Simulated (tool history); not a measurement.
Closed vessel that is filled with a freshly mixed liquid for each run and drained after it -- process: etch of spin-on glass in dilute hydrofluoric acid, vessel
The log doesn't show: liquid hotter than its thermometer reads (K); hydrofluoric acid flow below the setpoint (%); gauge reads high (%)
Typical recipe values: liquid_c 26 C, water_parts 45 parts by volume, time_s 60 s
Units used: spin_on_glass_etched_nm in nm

run    hour  liquid_c  water_parts  time_s  wafers since the last listed run  hours since the thermometer was replaced  hours since the hydrofluoric acid flow meter was replaced  hours since the gauge calibration  read-back film thickness of the spin-on glass reference wafer, read on the same gauge (nm)  spin_on_glass_etched_nm
  1       0      23.5           45      60                                 0                                      1157                                                      579.2                             2984.4                                                                                       49.99                    31.29
  2      73        26           45      60                              9996                                      1230                                                      652.2                             3057.4                                                                                       49.99                    34.43
  3   129.2        26           45      40                              7695                                    1286.2                                                      708.4                             3113.6                                                                                       50.02                    23.13
  4   186.8        26           45      40                              7887                                    1343.8                                                        766                             3171.2                                                                                       49.98                    23.47
  5     225        26           30      70                              5231                                      1382                                                      804.2                             3209.4                                                                                       50.03                    62.88
  6   310.3        26           30      70                             11680                                    1467.3                                                      889.5                             3294.7                                                                                          50                    63.34
  7   349.2        26           45      60                              5326                                    1506.2                                                      928.4                             3333.6                                                                                          50                     35.9
  8   422.5        26           45      60                             10037                                    1579.5                                                     1001.7                             3406.9                                                                                          50                    36.19
  9   469.1        26           45      35                              6381                                    1626.1                                                     1048.3                             3453.5                                                                                       50.03                    20.76
 10   575.4        26           45      35                             14556                                    1732.4                                                     1154.6                             3559.8                                                                                          50                    20.89
      665.5  -- gauge calibrated
 11   690.2        26           60      60                             15720                                    1847.2                                                     1269.4                               24.7                                                                                       50.01                    26.65
 12   773.9        26           45      60                             11461                                    1930.9                                                     1353.1                              108.4                                                                                       49.98                    36.33
 13   817.6        26           45      60                              5984                                    1974.6                                                     1396.8                              152.1                                                                                       49.99                    36.75
      822.7  -- thermometer replaced
 14     875        22           25      85                              7723                                      52.3                                                     1454.2                              209.5                                                                                       49.98                    72.68
 15   942.1        26           45      60                              9188                                     119.4                                                     1521.3                              276.6                                                                                       49.99                    32.81
 16  1038.9        31           25      40                             13255                                     216.2                                                     1618.1                              373.4                                                                                       49.99                    49.31
 17  1107.6        26           45      60                              9407                                     284.9                                                     1686.8                              442.1                                                                                       49.97                    32.92
 18  1146.5        31           45      60                              5326                                     323.8                                                     1725.7                                481                                                                                       50.01                    39.86
 19  1241.8        26           35      60                             13050                                     419.1                                                       1821                              576.3                                                                                          50                     43.4
 20  1334.9        22           35      70                             12748                                     512.2                                                     1914.1                              669.4                                                                                       49.99                    42.87
 21  1402.7        28           35      35                              9284                                       580                                                     1981.9                              737.2                                                                                       49.99                    27.58
 22  1496.9      28.5           45      60                             12899                                     674.2                                                     2076.1                              831.4                                                                                          50                    37.38
     1539.8  -- hydrofluoric acid flow meter replaced
 23  1593.7        26           45      60                             13118                                       771                                                       53.9                              928.2                                                                                       50.01                    33.64
 24  1659.4        21           45      80                              8996                                     836.7                                                      119.6                              993.9                                                                                       49.99                    36.99
 25  1700.2        29           55      85                              5587                                     877.5                                                      160.4                             1034.7                                                                                       49.97                    42.98
 26  1743.8      27.5           45      30                              5970                                     921.1                                                        204                             1078.3                                                                                       49.97                    17.91
 27  1786.6        26           45      60                              5860                                     963.9                                                      246.8                             1121.1                                                                                       49.99                    34.64
 28  1880.5        26           25      75                             12858                                    1057.8                                                      340.7                               1215                                                                                          50                    79.15
 29  1972.2        28           45      80                             12557                                    1149.5                                                      432.4                             1306.7                                                                                       50.01                    49.85
 30  2065.7        26           45      30                             12803                                      1243                                                      525.9                             1400.2                                                                                       49.97                    17.28
 31  2165.6      27.5           40      30                             13680                                    1342.9                                                      625.8                             1500.1                                                                                       50.01                    21.22
 32  2242.7      29.5           45      60                             10557                                      1420                                                      702.9                             1577.2                                                                                       50.02                    39.85
 33  2347.8        30           25      90                             14392                                    1525.1                                                        808                             1682.3                                                                                       50.01                    114.5
 34  2444.2        28           55      40                             13200                                    1621.5                                                      904.4                             1778.7                                                                                       49.99                    20.63
 35  2536.9        26           45      60                             12694                                    1714.2                                                      997.1                             1871.4                                                                                       50.02                     36.1

Some steps in spin_on_glass_etched_nm, run to run, broken into two amounts with sign: the step expected even without the hidden condition (settings, incoming material, random variation), and the rest, left for the hidden condition together with whatever gauge scatter is not in both the measured and the hidden-condition-free result:
Run 13 -> 14: liquid_c 26 -> 22, water_parts 45 -> 25, time_s 60 -> 85, thermometer replaced. spin_on_glass_etched_nm +35.93 nm: hidden state -3.59, all else +39.52.
Run 27 -> 28: water_parts 45 -> 25, time_s 60 -> 75. spin_on_glass_etched_nm +44.51 nm: hidden state +2.84, all else +41.67.
Run 32 -> 33: liquid_c 29.5 -> 30, water_parts 45 -> 25, time_s 60 -> 90. spin_on_glass_etched_nm +74.65 nm: hidden state +6.26, all else +68.39.
Run 33 -> 34: liquid_c 30 -> 28, water_parts 25 -> 55, time_s 90 -> 40. spin_on_glass_etched_nm -93.87 nm: hidden state -7.47, all else -86.4.

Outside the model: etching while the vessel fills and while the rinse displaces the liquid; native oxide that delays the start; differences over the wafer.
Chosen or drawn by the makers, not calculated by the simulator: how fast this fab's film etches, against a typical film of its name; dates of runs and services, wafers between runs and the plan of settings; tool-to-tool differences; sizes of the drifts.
